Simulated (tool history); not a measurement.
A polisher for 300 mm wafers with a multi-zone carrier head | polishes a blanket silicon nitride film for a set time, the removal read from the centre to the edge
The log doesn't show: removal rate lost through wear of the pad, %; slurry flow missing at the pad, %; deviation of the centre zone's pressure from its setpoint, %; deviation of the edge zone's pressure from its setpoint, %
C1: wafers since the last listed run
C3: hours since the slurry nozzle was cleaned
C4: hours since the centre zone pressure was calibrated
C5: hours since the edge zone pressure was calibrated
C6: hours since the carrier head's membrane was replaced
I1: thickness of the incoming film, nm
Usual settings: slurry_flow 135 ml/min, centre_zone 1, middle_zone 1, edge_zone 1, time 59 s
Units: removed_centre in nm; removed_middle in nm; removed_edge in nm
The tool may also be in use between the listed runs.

{"run": 1, "day": 0.0, "slurry_flow": 135, "centre_zone": 1, "middle_zone": 1, "edge_zone": 1, "time": 59, "C1": 0, "wafers polished on this pad": 777, "C3": 1.2, "C4": 105.1, "C5": 142.8, "C6": 1345, "I1": 810.4, "removed_centre": 88.3, "removed_middle": 90, "removed_edge": 85.6}
{"run": 2, "day": 2.671, "slurry_flow": 135, "centre_zone": 1, "middle_zone": 1, "edge_zone": 1, "time": 59, "C1": 729, "wafers polished on this pad": 1507, "C3": 65.3, "C4": 169.2, "C5": 206.9, "C6": 1409.1, "I1": 792, "removed_centre": 86.4, "removed_middle": 90.3, "removed_edge": 85.7}
{"run": 3, "day": 3.988, "slurry_flow": 135, "centre_zone": 1, "middle_zone": 1, "edge_zone": 1, "time": 59, "C1": 359, "wafers polished on this pad": 1867, "C3": 96.9, "C4": 200.8, "C5": 238.5, "C6": 1440.7, "I1": 822.8, "removed_centre": 85.7, "removed_middle": 86.1, "removed_edge": 85.1}
{"run": 4, "day": 6.567, "slurry_flow": 135, "centre_zone": 1, "middle_zone": 1, "edge_zone": 1, "time": 59, "C1": 704, "wafers polished on this pad": 2571, "C3": 158.8, "C4": 262.7, "C5": 300.4, "C6": 1502.6, "I1": 819.5, "removed_centre": 82.9, "removed_middle": 85.6, "removed_edge": 84.2}
{"day": 7.412, "done": "worn pad replaced by a new one"}
{"day": 8.446, "done": "slurry nozzle cleaned"}
{"day": 8.592, "done": "edge zone pressure recalibrated"}
{"run": 5, "day": 8.717, "slurry_flow": 135, "centre_zone": 1, "middle_zone": 1, "edge_zone": 1, "time": 59, "C1": 507, "wafers polished on this pad": 321, "C3": 6.5, "C4": 314.3, "C5": 3, "C6": 1554.2, "I1": 800.9, "removed_centre": 87.5, "removed_middle": 87.4, "removed_edge": 85.4}
{"run": 6, "day": 11.171, "slurry_flow": 135, "centre_zone": 1, "middle_zone": 1, "edge_zone": 1, "time": 59, "C1": 670, "wafers polished on this pad": 992, "C3": 65.4, "C4": 373.2, "C5": 61.9, "C6": 1613.1, "I1": 823.1, "removed_centre": 87.2, "removed_middle": 87.1, "removed_edge": 86.6}
{"run": 7, "day": 13.462, "slurry_flow": 135, "centre_zone": 1, "middle_zone": 1, "edge_zone": 1, "time": 59, "C1": 626, "wafers polished on this pad": 1618, "C3": 120.4, "C4": 428.2, "C5": 116.9, "C6": 1668.1, "I1": 811.4, "removed_centre": 84.6, "removed_middle": 87.1, "removed_edge": 84.8}
{"day": 17.838, "done": "worn pad replaced by a new one"}
{"day": 18.642, "done": "slurry nozzle cleaned"}
{"day": 20.938, "done": "edge zone pressure recalibrated"}
{"run": 8, "day": 22.4, "slurry_flow": 135, "centre_zone": 1, "middle_zone": 1, "edge_zone": 1, "time": 59, "C1": 2362, "wafers polished on this pad": 1213, "C3": 90.2, "C4": 642.7, "C5": 35.1, "C6": 1882.6, "I1": 805.3, "removed_centre": 85.9, "removed_middle": 88.1, "removed_edge": 83.7}
{"run": 9, "day": 24.696, "slurry_flow": 135, "centre_zone": 1, "middle_zone": 1, "edge_zone": 1, "time": 59, "C1": 627, "wafers polished on this pad": 1840, "C3": 145.3, "C4": 697.8, "C5": 90.2, "C6": 1937.7, "I1": 806.7, "removed_centre": 83.6, "removed_middle": 86.2, "removed_edge": 83.4}
{"run": 10, "day": 26.112, "slurry_flow": 135, "centre_zone": 1, "middle_zone": 1, "edge_zone": 1, "time": 59, "C1": 387, "wafers polished on this pad": 2227, "C3": 179.3, "C4": 731.8, "C5": 124.2, "C6": 1971.7, "I1": 811.9, "removed_centre": 82.5, "removed_middle": 83.3, "removed_edge": 83.7}
{"day": 26.288, "done": "worn pad replaced by a new one"}
{"day": 27.571, "done": "carrier head's membrane replaced by a new one"}
{"day": 28.238, "done": "slurry nozzle cleaned"}
{"run": 11, "day": 28.842, "slurry_flow": 160, "centre_zone": 1.12, "middle_zone": 0.94, "edge_zone": 1, "time": 59, "C1": 631, "wafers polished on this pad": 629, "C3": 14.5, "C4": 797.3, "C5": 189.7, "C6": 30.5, "I1": 809.6, "removed_centre": 98.9, "removed_middle": 87, "removed_edge": 88.6}
{"run": 12, "day": 30.429, "slurry_flow": 180, "centre_zone": 1, "middle_zone": 1, "edge_zone": 1, "time": 79, "C1": 433, "wafers polished on this pad": 1063, "C3": 52.6, "C4": 835.4, "C5": 227.8, "C6": 68.6, "I1": 812.7, "removed_centre": 124.1, "removed_middle": 125.6, "removed_edge": 121.2}
{"run": 13, "day": 32.3, "slurry_flow": 135, "centre_zone": 1, "middle_zone": 1, "edge_zone": 1, "time": 59, "C1": 511, "wafers polished on this pad": 1574, "C3": 97.5, "C4": 880.3, "C5": 272.7, "C6": 113.5, "I1": 811.6, "removed_centre": 86.7, "removed_middle": 87.2, "removed_edge": 84.7}
{"day": 32.9, "done": "centre zone pressure recalibrated"}
{"run": 14, "day": 35.108, "slurry_flow": 135, "centre_zone": 1.05, "middle_zone": 1, "edge_zone": 0.94, "time": 59, "C1": 744, "wafers polished on this pad": 2318, "C3": 164.9, "C4": 53, "C5": 340.1, "C6": 180.9, "I1": 813.3, "removed_centre": 87.5, "removed_middle": 86.5, "removed_edge": 82.6}
{"day": 35.621, "done": "edge zone pressure recalibrated"}
{"day": 36.096, "done": "worn pad replaced by a new one"}
{"run": 15, "day": 36.654, "slurry_flow": 135, "centre_zone": 1, "middle_zone": 1.09, "edge_zone": 1.11, "time": 48, "C1": 354, "wafers polished on this pad": 152, "C3": 202, "C4": 90.1, "C5": 24.8, "C6": 218, "I1": 818.6, "removed_centre": 66.2, "removed_middle": 73.9, "removed_edge": 70.1}
{"day": 37.004, "done": "slurry nozzle cleaned"}
{"run": 16, "day": 39.254, "slurry_flow": 165, "centre_zone": 1.05, "middle_zone": 1, "edge_zone": 1.03, "time": 47, "C1": 699, "wafers polished on this pad": 852, "C3": 54, "C4": 152.5, "C5": 87.2, "C6": 280.4, "I1": 814.2, "removed_centre": 76.8, "removed_middle": 73.6, "removed_edge": 70.8}
{"run": 17, "day": 42.179, "slurry_flow": 135, "centre_zone": 1, "middle_zone": 1, "edge_zone": 1, "time": 59, "C1": 799, "wafers polished on this pad": 1651, "C3": 124.2, "C4": 222.7, "C5": 157.4, "C6": 350.6, "I1": 811.1, "removed_centre": 84, "removed_middle": 87.4, "removed_edge": 84}
{"run": 18, "day": 44.4, "slurry_flow": 180, "centre_zone": 1, "middle_zone": 1, "edge_zone": 1, "time": 59, "C1": 606, "wafers polished on this pad": 2258, "C3": 177.5, "C4": 276, "C5": 210.7, "C6": 403.9, "I1": 815.1, "removed_centre": 89.5, "removed_middle": 91.8, "removed_edge": 87.8}
{"run": 19, "day": 45.6, "slurry_flow": 135, "centre_zone": 1, "middle_zone": 1, "edge_zone": 1, "time": 59, "C1": 327, "wafers polished on this pad": 2586, "C3": 206.3, "C4": 304.8, "C5": 239.5, "C6": 432.7, "I1": 814, "removed_centre": 81, "removed_middle": 83.9, "removed_edge": 82.8}
{"day": 45.775, "done": "worn pad replaced by a new one"}
{"day": 47.362, "done": "slurry nozzle cleaned"}
{"run": 20, "day": 47.708, "slurry_flow": 135, "centre_zone": 1, "middle_zone": 1, "edge_zone": 1, "time": 59, "C1": 519, "wafers polished on this pad": 517, "C3": 8.3, "C4": 355.4, "C5": 290.1, "C6": 483.3, "I1": 801.2, "removed_centre": 86.8, "removed_middle": 88.6, "removed_edge": 85.6}

Forecast each of these 3 alternatives for the next run:
{"run": "A", "day": 47.725, "slurry_flow": 135, "centre_zone": 1, "middle_zone": 1, "edge_zone": 1, "time": 59, "C1": 4, "wafers polished on this pad": 521, "C3": 8.7, "C4": 355.8, "C5": 290.5, "C6": 483.7, "I1": 811.7, "removed_centre": "?", "removed_middle": "?", "removed_edge": "?"}
{"run": "B", "day": 47.725, "slurry_flow": 135, "centre_zone": 1, "middle_zone": 0.96, "edge_zone": 1, "time": 59, "C1": 4, "wafers polished on this pad": 521, "C3": 8.7, "C4": 355.8, "C5": 290.5, "C6": 483.7, "I1": 811.7, "removed_centre": "?", "removed_middle": "?", "removed_edge": "?"}
{"run": "C", "day": 47.725, "slurry_flow": 135, "centre_zone": 1, "middle_zone": 1, "edge_zone": 0.94, "time": 59, "C1": 4, "wafers polished on this pad": 521, "C3": 8.7, "C4": 355.8, "C5": 290.5, "C6": 483.7, "I1": 811.7, "removed_centre": "?", "removed_middle": "?", "removed_edge": "?"}

run=A removed_centre=87.4 removed_middle=88.4 removed_edge=86.9
run=B removed_centre=87.3 removed_middle=85.4 removed_edge=86.9
run=C removed_centre=87.4 removed_middle=88.4 removed_edge=84.4
Without the tool's hidden state the same runs would have given:
run=A removed_centre=87.9 removed_middle=88.8 removed_edge=87.2
run=B removed_centre=87.8 removed_middle=85.8 removed_edge=87.3
run=C removed_centre=87.9 removed_middle=88.8 removed_edge=84.7
